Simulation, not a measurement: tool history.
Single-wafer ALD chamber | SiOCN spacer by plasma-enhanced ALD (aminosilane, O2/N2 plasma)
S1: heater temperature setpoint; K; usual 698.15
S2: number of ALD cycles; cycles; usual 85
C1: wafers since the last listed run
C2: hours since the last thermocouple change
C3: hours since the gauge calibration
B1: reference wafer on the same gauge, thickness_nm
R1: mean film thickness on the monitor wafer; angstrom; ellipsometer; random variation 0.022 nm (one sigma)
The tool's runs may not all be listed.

{"run": 1, "hour": 0.0, "S1": 695.15, "S2": 85, "C1": 0, "C2": 1026.4, "C3": 520.8, "B1": 3.8, "R1": 45.93}
{"run": 2, "hour": 41.1, "S1": 695.15, "S2": 85, "C1": 160, "C2": 1067.5, "C3": 561.9, "B1": 3.798, "R1": 45.93}
{"run": 3, "hour": 95.1, "S1": 695.15, "S2": 85, "C1": 211, "C2": 1121.5, "C3": 615.9, "B1": 3.792, "R1": 46.2}
{"run": 4, "hour": 134.0, "S1": 708.15, "S2": 85, "C1": 152, "C2": 1160.4, "C3": 654.8, "B1": 3.779, "R1": 43.79}
{"run": 5, "hour": 175.7, "S1": 698.15, "S2": 85, "C1": 163, "C2": 1202.1, "C3": 696.5, "B1": 3.775, "R1": 45.19}
{"run": 6, "hour": 379.0, "S1": 698.15, "S2": 85, "C1": 795, "C2": 1405.4, "C3": 899.8, "B1": 3.721, "R1": 44.51}
{"run": 7, "hour": 422.9, "S1": 693.15, "S2": 85, "C1": 171, "C2": 1449.3, "C3": 943.7, "B1": 3.717, "R1": 45.38}
{"run": 8, "hour": 458.3, "S1": 693.15, "S2": 85, "C1": 138, "C2": 1484.7, "C3": 979.1, "B1": 3.7, "R1": 45.32}
{"run": 9, "hour": 510.9, "S1": 710.15, "S2": 85, "C1": 205, "C2": 1537.3, "C3": 1031.7, "B1": 3.696, "R1": 42.35}
{"run": 10, "hour": 561.2, "S1": 710.15, "S2": 85, "C1": 196, "C2": 1587.6, "C3": 1082, "B1": 3.671, "R1": 42.08}
{"hour": 592.4, "done": "gauge calibrated"}
{"run": 11, "hour": 605.1, "S1": 710.15, "S2": 85, "C1": 171, "C2": 1631.5, "C3": 12.7, "B1": 3.863, "R1": 43.96}
{"run": 12, "hour": 648.3, "S1": 687.15, "S2": 93, "C1": 169, "C2": 1674.7, "C3": 55.9, "B1": 3.859, "R1": 52.73}
{"run": 13, "hour": 675.3, "S1": 694.15, "S2": 92, "C1": 105, "C2": 1701.7, "C3": 82.9, "B1": 3.864, "R1": 50.78}
{"run": 14, "hour": 718.0, "S1": 692.15, "S2": 94, "C1": 167, "C2": 1744.4, "C3": 125.6, "B1": 3.858, "R1": 52.13}
{"hour": 741.2, "done": "thermocouple changed; heater temperature recalibrated"}
{"run": 15, "hour": 751.9, "S1": 698.15, "S2": 74, "C1": 101, "C2": 10.7, "C3": 159.5, "B1": 3.846, "R1": 40.29}
{"run": 16, "hour": 776.7, "S1": 693.15, "S2": 99, "C1": 97, "C2": 35.5, "C3": 184.3, "B1": 3.851, "R1": 55.26}
{"run": 17, "hour": 813.2, "S1": 712.15, "S2": 72, "C1": 142, "C2": 72, "C3": 220.8, "B1": 3.857, "R1": 36.75}
{"run": 18, "hour": 870.7, "S1": 698.15, "S2": 85, "C1": 224, "C2": 129.5, "C3": 278.3, "B1": 3.836, "R1": 46.47}
{"run": 19, "hour": 909.1, "S1": 710.15, "S2": 85, "C1": 150, "C2": 167.9, "C3": 316.7, "B1": 3.848, "R1": 44.03}
{"run": 20, "hour": 935.3, "S1": 707.15, "S2": 94, "C1": 102, "C2": 194.1, "C3": 342.9, "B1": 3.842, "R1": 49.26}
{"run": 21, "hour": 1000.9, "S1": 698.15, "S2": 95, "C1": 256, "C2": 259.7, "C3": 408.5, "B1": 3.823, "R1": 51.48}
{"run": 22, "hour": 1046.2, "S1": 698.15, "S2": 85, "C1": 177, "C2": 305, "C3": 453.8, "B1": 3.824, "R1": 46.46}
{"run": 23, "hour": 1104.5, "S1": 698.15, "S2": 96, "C1": 228, "C2": 363.3, "C3": 512.1, "B1": 3.817, "R1": 51.84}

Hidden state at the last listed run before each entry between runs and at the first one after, where it differs:
Between runs 10 and 11: gauge calibrated (hour 592.4)
  gauge reads high (%): -4.85 -> -0.0651
  measured less the result without the state, R1: -2.15 -> -0.03 angstrom
Between runs 14 and 15: thermocouple changed; heater temperature recalibrated (hour 741.2)
  gauge reads high (%): -0.125 -> -0.161
  measured less the result without the state, R1: -0.06 -> -0.06 angstrom

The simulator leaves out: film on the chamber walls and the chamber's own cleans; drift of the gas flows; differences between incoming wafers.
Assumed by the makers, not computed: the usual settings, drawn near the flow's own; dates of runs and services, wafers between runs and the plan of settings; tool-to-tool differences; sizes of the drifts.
